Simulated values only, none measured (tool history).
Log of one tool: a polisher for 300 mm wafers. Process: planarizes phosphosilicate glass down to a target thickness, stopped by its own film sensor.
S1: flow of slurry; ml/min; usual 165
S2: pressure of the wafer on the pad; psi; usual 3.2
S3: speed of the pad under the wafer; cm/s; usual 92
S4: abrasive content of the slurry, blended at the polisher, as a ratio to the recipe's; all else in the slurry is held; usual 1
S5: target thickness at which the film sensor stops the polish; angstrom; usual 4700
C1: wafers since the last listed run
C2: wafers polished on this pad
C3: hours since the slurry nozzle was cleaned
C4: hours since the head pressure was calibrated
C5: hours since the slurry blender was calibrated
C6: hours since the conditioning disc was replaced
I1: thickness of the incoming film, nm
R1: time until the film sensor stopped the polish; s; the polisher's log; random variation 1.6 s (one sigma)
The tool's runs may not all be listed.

{"run": 1, "hour": 0.0, "S1": 165, "S2": 3.2, "S3": 92, "S4": 1, "S5": 4700, "C1": 0, "C2": 2588, "C3": 35.7, "C4": 510, "C5": 251.8, "C6": 101.3, "I1": 1183.7, "R1": 90.3}
{"hour": 64.8, "done": "worn pad replaced by a new one"}
{"run": 2, "hour": 68.6, "S1": 165, "S2": 3.2, "S3": 92, "S4": 1, "S5": 4700, "C1": 592, "C2": 34, "C3": 104.3, "C4": 578.6, "C5": 320.4, "C6": 169.9, "I1": 1174, "R1": 89.3}
{"hour": 82.8, "done": "slurry blender recalibrated"}
{"run": 3, "hour": 134.3, "S1": 195, "S2": 3.2, "S3": 110, "S4": 1, "S5": 4700, "C1": 583, "C2": 618, "C3": 170, "C4": 644.3, "C5": 51.5, "C6": 235.6, "I1": 1199.6, "R1": 85.4}
{"run": 4, "hour": 179.5, "S1": 195, "S2": 3.2, "S3": 110, "S4": 1, "S5": 4700, "C1": 414, "C2": 1032, "C3": 215.2, "C4": 689.5, "C5": 96.7, "C6": 280.8, "I1": 1206.5, "R1": 84.9}
{"run": 5, "hour": 231.8, "S1": 165, "S2": 3.2, "S3": 92, "S4": 1, "S5": 4700, "C1": 479, "C2": 1512, "C3": 267.5, "C4": 741.8, "C5": 149, "C6": 333.1, "I1": 1183.6, "R1": 95}
{"run": 6, "hour": 264.7, "S1": 165, "S2": 3.2, "S3": 98, "S4": 1, "S5": 3790, "C1": 301, "C2": 1813, "C3": 300.4, "C4": 774.7, "C5": 181.9, "C6": 366, "I1": 1185.1, "R1": 105.6}
{"hour": 285.0, "done": "slurry nozzle cleaned"}
{"run": 7, "hour": 308.3, "S1": 165, "S2": 3.2, "S3": 98, "S4": 1, "S5": 3790, "C1": 390, "C2": 2204, "C3": 23.3, "C4": 818.3, "C5": 225.5, "C6": 409.6, "I1": 1189.6, "R1": 95.2}
{"hour": 335.7, "done": "worn pad replaced by a new one"}
{"run": 8, "hour": 344.2, "S1": 140, "S2": 3.2, "S3": 92, "S4": 1, "S5": 4700, "C1": 292, "C2": 77, "C3": 59.2, "C4": 854.2, "C5": 261.4, "C6": 445.5, "I1": 1194.5, "R1": 95.7}
{"hour": 353.8, "done": "slurry blender recalibrated"}
{"run": 9, "hour": 389.3, "S1": 140, "S2": 3.2, "S3": 92, "S4": 1, "S5": 4700, "C1": 395, "C2": 473, "C3": 104.3, "C4": 899.3, "C5": 35.5, "C6": 490.6, "I1": 1190.3, "R1": 97.7}
{"hour": 409.4, "done": "conditioning disc replaced and pad reconditioned"}
{"run": 10, "hour": 444.9, "S1": 140, "S2": 3.2, "S3": 92, "S4": 1.25, "S5": 4700, "C1": 491, "C2": 964, "C3": 159.9, "C4": 954.9, "C5": 91.1, "C6": 35.5, "I1": 1201.7, "R1": 92.7}
{"hour": 465.6, "done": "head pressure recalibrated"}
{"run": 11, "hour": 505.0, "S1": 165, "S2": 4, "S3": 92, "S4": 1, "S5": 4700, "C1": 532, "C2": 1496, "C3": 220, "C4": 39.4, "C5": 151.2, "C6": 95.6, "I1": 1197.7, "R1": 78}
{"hour": 568.4, "done": "slurry nozzle cleaned"}
{"run": 12, "hour": 612.7, "S1": 165, "S2": 2.6, "S3": 92, "S4": 0.75, "S5": 5650, "C1": 977, "C2": 2474, "C3": 44.3, "C4": 147.1, "C5": 258.9, "C6": 203.3, "I1": 1208.7, "R1": 109.8}
{"run": 13, "hour": 643.1, "S1": 215, "S2": 3.8, "S3": 92, "S4": 1, "S5": 6760, "C1": 278, "C2": 2753, "C3": 74.7, "C4": 177.5, "C5": 289.3, "C6": 233.7, "I1": 1185.4, "R1": 51.7}
{"hour": 669.7, "done": "worn pad replaced by a new one"}
{"run": 14, "hour": 679.0, "S1": 165, "S2": 2.1, "S3": 92, "S4": 1, "S5": 6400, "C1": 292, "C2": 85, "C3": 110.6, "C4": 213.4, "C5": 325.2, "C6": 269.6, "I1": 1194, "R1": 106.5}
{"hour": 688.0, "done": "slurry blender recalibrated"}
{"run": 15, "hour": 720.0, "S1": 165, "S2": 3.2, "S3": 64, "S4": 1, "S5": 4700, "C1": 357, "C2": 442, "C3": 151.6, "C4": 254.4, "C5": 32, "C6": 310.6, "I1": 1213.7, "R1": 118.2}
{"run": 16, "hour": 790.8, "S1": 165, "S2": 3.2, "S3": 92, "S4": 1, "S5": 4700, "C1": 648, "C2": 1091, "C3": 222.4, "C4": 325.2, "C5": 102.8, "C6": 381.4, "I1": 1191.8, "R1": 95.8}
{"run": 17, "hour": 821.1, "S1": 165, "S2": 3.2, "S3": 110, "S4": 1, "S5": 4700, "C1": 277, "C2": 1369, "C3": 252.7, "C4": 355.5, "C5": 133.1, "C6": 411.7, "I1": 1189.5, "R1": 85.4}
{"run": 18, "hour": 845.8, "S1": 165, "S2": 3.2, "S3": 92, "S4": 1.15, "S5": 2370, "C1": 226, "C2": 1595, "C3": 277.4, "C4": 380.2, "C5": 157.8, "C6": 436.4, "I1": 1192.9, "R1": 125.1}
{"hour": 853.4, "done": "conditioning disc replaced and pad reconditioned"}
{"run": 19, "hour": 891.5, "S1": 165, "S2": 4.2, "S3": 104, "S4": 0.75, "S5": 4700, "C1": 400, "C2": 1996, "C3": 323.1, "C4": 425.9, "C5": 203.5, "C6": 38.1, "I1": 1214, "R1": 81.7}
{"hour": 919.9, "done": "slurry nozzle cleaned"}
{"run": 20, "hour": 930.8, "S1": 130, "S2": 3.2, "S3": 92, "S4": 1, "S5": 4700, "C1": 351, "C2": 2347, "C3": 10.9, "C4": 465.2, "C5": 242.8, "C6": 77.4, "I1": 1205.5, "R1": 99}
{"run": 21, "hour": 969.8, "S1": 130, "S2": 3.2, "S3": 92, "S4": 1, "S5": 4700, "C1": 357, "C2": 2704, "C3": 49.9, "C4": 504.2, "C5": 281.8, "C6": 116.4, "I1": 1180.4, "R1": 92.3}
{"hour": 989.1, "done": "worn pad replaced by a new one"}
{"run": 22, "hour": 1004.8, "S1": 165, "S2": 3.2, "S3": 92, "S4": 1, "S5": 4700, "C1": 284, "C2": 143, "C3": 84.9, "C4": 539.2, "C5": 316.8, "C6": 151.4, "I1": 1191.8, "R1": 95.8}
{"hour": 1033.3, "done": "slurry blender recalibrated"}
{"run": 23, "hour": 1057.8, "S1": 145, "S2": 4, "S3": 104, "S4": 1, "S5": 4700, "C1": 467, "C2": 611, "C3": 137.9, "C4": 592.2, "C5": 24.5, "C6": 204.4, "I1": 1181.1, "R1": 70.9}
{"run": 24, "hour": 1108.3, "S1": 165, "S2": 3.2, "S3": 92, "S4": 0.8, "S5": 4700, "C1": 462, "C2": 1073, "C3": 188.4, "C4": 642.7, "C5": 75, "C6": 254.9, "I1": 1202, "R1": 103.8}

How the hidden state differs across the entries between the runs, from the last listed run before each to the first after it:
Between runs 1 and 2: worn pad replaced by a new one (hour 64.8)
  slurry flow missing at the pad, %: 6.93 -> 15.8
  measured less the result without the state, R1: +1.1 -> +2.6 s
Between runs 2 and 3: slurry blender recalibrated (hour 82.8)
  slurry flow missing at the pad, %: 15.8 -> 24.3
  measured less the result without the state, R1: +2.6 -> +3.7 s
Between runs 6 and 7: slurry nozzle cleaned (hour 285)
  slurry flow missing at the pad, %: 41.2 -> 6.88
  measured less the result without the state, R1: +10.9 -> +1.1 s
Between runs 7 and 8: worn pad replaced by a new one (hour 335.7)
  slurry flow missing at the pad, %: 6.88 -> 11.5
  measured less the result without the state, R1: +1.1 -> +2.3 s
Between runs 8 and 9: slurry blender recalibrated (hour 353.8)
  slurry flow missing at the pad, %: 11.5 -> 17.4
  measured less the result without the state, R1: +2.3 -> +3.7 s
Between runs 9 and 10: conditioning disc replaced and pad reconditioned (hour 409.4)
  slurry flow missing at the pad, %: 17.4 -> 24.6
  measured less the result without the state, R1: +3.7 -> +5.3 s
Between runs 10 and 11: head pressure recalibrated (hour 465.6)
  slurry flow missing at the pad, %: 24.6 -> 32.4
  measured less the result without the state, R1: +5.3 -> +5.7 s
Between runs 11 and 12: slurry nozzle cleaned (hour 568.4)
  slurry flow missing at the pad, %: 32.4 -> 7.46
  measured less the result without the state, R1: +5.7 -> +1.4 s
Between runs 13 and 14: worn pad replaced by a new one (hour 669.7)
  slurry flow missing at the pad, %: 11.4 -> 16
  measured less the result without the state, R1: +0.9 -> +3.1 s
Between runs 14 and 15: slurry blender recalibrated (hour 688)
  slurry flow missing at the pad, %: 16 -> 21.4
  measured less the result without the state, R1: +3.1 -> +4.9 s
Between runs 18 and 19: conditioning disc replaced and pad reconditioned (hour 853.4)
  slurry flow missing at the pad, %: 37.7 -> 43.6
  measured less the result without the state, R1: +11.2 -> +9.2 s
Between runs 19 and 20: slurry nozzle cleaned (hour 919.9)
  slurry flow missing at the pad, %: 43.6 -> 3.47
  measured less the result without the state, R1: +9.2 -> +0.7 s
Between runs 21 and 22: worn pad replaced by a new one (hour 989.1)
  slurry flow missing at the pad, %: 8.52 -> 13.1
  measured less the result without the state, R1: +1.7 -> +2.3 s
Between runs 22 and 23: slurry blender recalibrated (hour 1033.3)
  slurry flow missing at the pad, %: 13.1 -> 19.9
  measured less the result without the state, R1: +2.3 -> +3.1 s
